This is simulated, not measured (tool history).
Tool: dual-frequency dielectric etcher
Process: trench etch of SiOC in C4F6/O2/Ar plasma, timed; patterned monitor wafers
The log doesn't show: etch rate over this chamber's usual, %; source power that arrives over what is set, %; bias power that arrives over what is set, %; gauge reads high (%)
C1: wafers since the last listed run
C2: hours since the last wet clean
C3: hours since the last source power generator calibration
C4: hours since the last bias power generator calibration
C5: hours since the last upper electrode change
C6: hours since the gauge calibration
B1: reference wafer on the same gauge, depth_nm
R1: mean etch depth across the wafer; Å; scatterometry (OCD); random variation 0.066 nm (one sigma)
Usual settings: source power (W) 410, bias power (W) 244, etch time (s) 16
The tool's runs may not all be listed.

run 1 hour=0 | source_power_(W)=340 bias_power_(W)=244 etch_time_(s)=14 | C1=0 C2=84.6 C3=4427.3 C4=3447 C5=1911.2 C6=476.5 | B1=48.17 | R1=311.3
run 2 hour=50.9 | source_power_(W)=340 bias_power_(W)=244 etch_time_(s)=14 | C1=699 C2=135.5 C3=4478.2 C4=3497.9 C5=1962.1 C6=527.4 | B1=48.21 | R1=310.1
run 3 hour=118.2 | source_power_(W)=430 bias_power_(W)=276 etch_time_(s)=16 | C1=925 C2=202.8 C3=4545.5 C4=3565.2 C5=2029.4 C6=594.7 | B1=48.2 | R1=429.8
run 4 hour=185.9 | source_power_(W)=430 bias_power_(W)=276 etch_time_(s)=16 | C1=930 C2=270.5 C3=4613.2 C4=3632.9 C5=2097.1 C6=662.4 | B1=48.2 | R1=427.2
run 5 hour=228.1 | source_power_(W)=410 bias_power_(W)=244 etch_time_(s)=16 | C1=580 C2=312.7 C3=4655.4 C4=3675.1 C5=2139.3 C6=704.6 | B1=48.22 | R1=399.6
run 6 hour=291.6 | source_power_(W)=410 bias_power_(W)=244 etch_time_(s)=16 | C1=873 C2=376.2 C3=4718.9 C4=3738.6 C5=2202.8 C6=768.1 | B1=48.22 | R1=397.2
-- hour=347 wet clean of the chamber
run 7 hour=347.5 | source_power_(W)=410 bias_power_(W)=244 etch_time_(s)=16 | C1=438 C2=0.5 C3=4774.8 C4=3794.5 C5=2258.7 C6=824 | B1=48.2 | R1=398.7
run 8 hour=385.1 | source_power_(W)=410 bias_power_(W)=244 etch_time_(s)=16 | C1=517 C2=38.1 C3=4812.4 C4=3832.1 C5=2296.3 C6=861.6 | B1=48.22 | R1=398
-- hour=437 bias power generator calibrated
run 9 hour=443.3 | source_power_(W)=410 bias_power_(W)=244 etch_time_(s)=16 | C1=745 C2=96.3 C3=4870.6 C4=6.3 C5=2354.5 C6=919.8 | B1=48.19 | R1=390.3
run 10 hour=500.8 | source_power_(W)=410 bias_power_(W)=244 etch_time_(s)=16 | C1=790 C2=153.8 C3=4928.1 C4=63.8 C5=2412 C6=977.3 | B1=48.16 | R1=390.7
-- hour=540.6 gauge calibrated
run 11 hour=548.6 | source_power_(W)=410 bias_power_(W)=244 etch_time_(s)=16 | C1=657 C2=201.6 C3=4975.9 C4=111.6 C5=2459.8 C6=8 | B1=48.21 | R1=389.9
run 12 hour=601 | source_power_(W)=410 bias_power_(W)=191 etch_time_(s)=14.5 | C1=720 C2=254 C3=5028.3 C4=164 C5=2512.2 C6=60.4 | B1=48.23 | R1=325.1
run 13 hour=656.7 | source_power_(W)=410 bias_power_(W)=191 etch_time_(s)=14.5 | C1=765 C2=309.7 C3=5084 C4=219.7 C5=2567.9 C6=116.1 | B1=48.2 | R1=324.5
run 14 hour=682.8 | source_power_(W)=410 bias_power_(W)=244 etch_time_(s)=11 | C1=358 C2=335.8 C3=5110.1 C4=245.8 C5=2594 C6=142.2 | B1=48.2 | R1=268.4
run 15 hour=710.3 | source_power_(W)=320 bias_power_(W)=265 etch_time_(s)=20 | C1=378 C2=363.3 C3=5137.6 C4=273.3 C5=2621.5 C6=169.7 | B1=48.19 | R1=426
-- hour=715.9 source power generator calibrated
-- hour=820.9 wet clean of the chamber
run 16 hour=829.6 | source_power_(W)=410 bias_power_(W)=192 etch_time_(s)=20.5 | C1=1255 C2=8.7 C3=113.7 C4=392.6 C5=2740.8 C6=289 | B1=48.21 | R1=480.8
run 17 hour=894.2 | source_power_(W)=410 bias_power_(W)=244 etch_time_(s)=16 | C1=888 C2=73.3 C3=178.3 C4=457.2 C5=2805.4 C6=353.6 | B1=48.19 | R1=408
-- hour=940.9 upper electrode replaced
run 18 hour=941.4 | source_power_(W)=490 bias_power_(W)=186 etch_time_(s)=20.5 | C1=319 C2=120.5 C3=225.5 C4=504.4 C5=0.5 C6=400.8 | B1=48.21 | R1=529.3
run 19 hour=959.6 | source_power_(W)=410 bias_power_(W)=290 etch_time_(s)=19.5 | C1=250 C2=138.7 C3=243.7 C4=522.6 C5=18.7 C6=419 | B1=48.22 | R1=527.9
run 20 hour=1021 | source_power_(W)=410 bias_power_(W)=244 etch_time_(s)=14.5 | C1=844 C2=200.1 C3=305.1 C4=584 C5=80.1 C6=480.4 | B1=48.17 | R1=369.3
run 21 hour=1076 | source_power_(W)=460 bias_power_(W)=244 etch_time_(s)=16 | C1=756 C2=255.1 C3=360.1 C4=639 C5=135.1 C6=535.4 | B1=48.19 | R1=438.2
run 22 hour=1131.7 | source_power_(W)=410 bias_power_(W)=190 etch_time_(s)=18 | C1=765 C2=310.8 C3=415.8 C4=694.7 C5=190.8 C6=591.1 | B1=48.2 | R1=421.3
run 23 hour=1185.7 | source_power_(W)=370 bias_power_(W)=196 etch_time_(s)=16 | C1=742 C2=364.8 C3=469.8 C4=748.7 C5=244.8 C6=645.1 | B1=48.21 | R1=353.9

How the hidden state differs across the entries between the runs, from the last listed run before each to the first after it:
Between runs 6 and 7: wet clean of the chamber (hour 347)
  source power that arrives over what is set, %: -5.64 -> -5.77; bias power that arrives over what is set, %: 5.06 -> 5.08
  measured less the result without the state, R1: -7.5 -> -7.8 Å
Between runs 8 and 9: bias power generator calibrated (hour 437)
  source power that arrives over what is set, %: -5.85 -> -5.98; bias power that arrives over what is set, %: 5.08 -> -0.537
  measured less the result without the state, R1: -8 -> -16.1 Å
Between runs 10 and 11: gauge calibrated (hour 540.6)
  source power that arrives over what is set, %: -6.11 -> -6.22; bias power that arrives over what is set, %: -0.309 -> -0.126
  measured less the result without the state, R1: -16.1 -> -16.2 Å
Between runs 15 and 16: source power generator calibrated (hour 715.9); wet clean of the chamber (hour 820.9)
  source power that arrives over what is set, %: -6.61 -> 0.226; bias power that arrives over what is set, %: 0.443 -> 0.82
  measured less the result without the state, R1: -17.6 -> +1.9 Å
Between runs 17 and 18: upper electrode replaced (hour 940.9)
  source power that arrives over what is set, %: 0.222 -> 0.217; bias power that arrives over what is set, %: 1.01 -> 1.14
  measured less the result without the state, R1: +2 -> +2.6 Å
